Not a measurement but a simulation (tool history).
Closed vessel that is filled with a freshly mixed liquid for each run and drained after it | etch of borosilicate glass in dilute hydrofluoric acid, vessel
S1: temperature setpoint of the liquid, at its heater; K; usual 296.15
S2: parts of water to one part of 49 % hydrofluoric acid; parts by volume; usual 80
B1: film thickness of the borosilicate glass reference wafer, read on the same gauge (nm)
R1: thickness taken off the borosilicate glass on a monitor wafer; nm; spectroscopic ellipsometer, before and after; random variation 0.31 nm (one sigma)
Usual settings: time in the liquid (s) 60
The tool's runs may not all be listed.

{"run": 1, "hour": 0.0, "S1": 296.15, "S2": 80, "time in the liquid (s)": 60, "B1": 59.98, "R1": 33.34}
{"run": 2, "hour": 63.1, "S1": 296.15, "S2": 80, "time in the liquid (s)": 60, "B1": 59.98, "R1": 32.47}
{"run": 3, "hour": 157.8, "S1": 296.15, "S2": 80, "time in the liquid (s)": 50, "B1": 59.99, "R1": 26.68}
{"hour": 178.7, "done": "gauge calibrated"}
{"hour": 181.1, "done": "hydrofluoric acid flow meter replaced"}
{"run": 4, "hour": 222.9, "S1": 296.15, "S2": 80, "time in the liquid (s)": 50, "B1": 60.02, "R1": 29.85}
{"run": 5, "hour": 293.7, "S1": 296.15, "S2": 65, "time in the liquid (s)": 35, "B1": 59.95, "R1": 25.7}
{"run": 6, "hour": 364.4, "S1": 296.15, "S2": 80, "time in the liquid (s)": 60, "B1": 59.96, "R1": 34.69}
{"run": 7, "hour": 413.8, "S1": 296.15, "S2": 80, "time in the liquid (s)": 60, "B1": 60.05, "R1": 34.86}
{"run": 8, "hour": 441.3, "S1": 296.15, "S2": 65, "time in the liquid (s)": 60, "B1": 59.93, "R1": 43.48}
{"run": 9, "hour": 497.2, "S1": 296.15, "S2": 80, "time in the liquid (s)": 60, "B1": 59.98, "R1": 34.29}
{"run": 10, "hour": 523.8, "S1": 296.15, "S2": 80, "time in the liquid (s)": 60, "B1": 60, "R1": 34.15}
{"run": 11, "hour": 553.4, "S1": 296.15, "S2": 80, "time in the liquid (s)": 60, "B1": 60.02, "R1": 33.89}
{"run": 12, "hour": 585.4, "S1": 296.15, "S2": 80, "time in the liquid (s)": 30, "B1": 60, "R1": 17.09}
{"run": 13, "hour": 624.1, "S1": 296.15, "S2": 80, "time in the liquid (s)": 60, "B1": 60, "R1": 33.51}
{"hour": 655.5, "done": "thermometer replaced"}
{"run": 14, "hour": 695.6, "S1": 296.15, "S2": 120, "time in the liquid (s)": 90, "B1": 59.97, "R1": 30.41}
{"run": 15, "hour": 741.1, "S1": 296.15, "S2": 80, "time in the liquid (s)": 60, "B1": 60, "R1": 31.54}
{"hour": 789.6, "done": "hydrofluoric acid flow meter replaced"}
{"run": 16, "hour": 796.0, "S1": 296.15, "S2": 105, "time in the liquid (s)": 60, "B1": 60.03, "R1": 25.63}
{"run": 17, "hour": 852.8, "S1": 292.15, "S2": 80, "time in the liquid (s)": 60, "B1": 59.98, "R1": 29.95}
{"run": 18, "hour": 908.4, "S1": 294.15, "S2": 115, "time in the liquid (s)": 45, "B1": 59.95, "R1": 16.13}
{"run": 19, "hour": 1101.1, "S1": 296.15, "S2": 80, "time in the liquid (s)": 60, "B1": 60, "R1": 33.94}
{"run": 20, "hour": 1129.0, "S1": 292.65, "S2": 100, "time in the liquid (s)": 60, "B1": 60, "R1": 22.41}
{"run": 21, "hour": 1178.2, "S1": 297.65, "S2": 80, "time in the liquid (s)": 60, "B1": 59.98, "R1": 35.76}
{"run": 22, "hour": 1217.8, "S1": 296.15, "S2": 80, "time in the liquid (s)": 60, "B1": 59.97, "R1": 33.06}
{"run": 23, "hour": 1244.5, "S1": 296.15, "S2": 80, "time in the liquid (s)": 60, "B1": 60.01, "R1": 32.92}
{"run": 24, "hour": 1301.9, "S1": 296.15, "S2": 80, "time in the liquid (s)": 60, "B1": 59.97, "R1": 32.77}
{"run": 25, "hour": 1449.4, "S1": 299.15, "S2": 65, "time in the liquid (s)": 75, "B1": 60.04, "R1": 56.66}

Run 26 comes next. What will it give?
{"hour": 1463.3, "done": "hydrofluoric acid flow meter replaced"}
{"run": 26, "hour": 1474.1, "S1": 296.15, "S2": 80, "time in the liquid (s)": 60, "B1": "?", "R1": "?"}

B1: 59.97
R1: 35.63 nm
Without the tool's hidden state the same run would have given R1 34.99 nm.
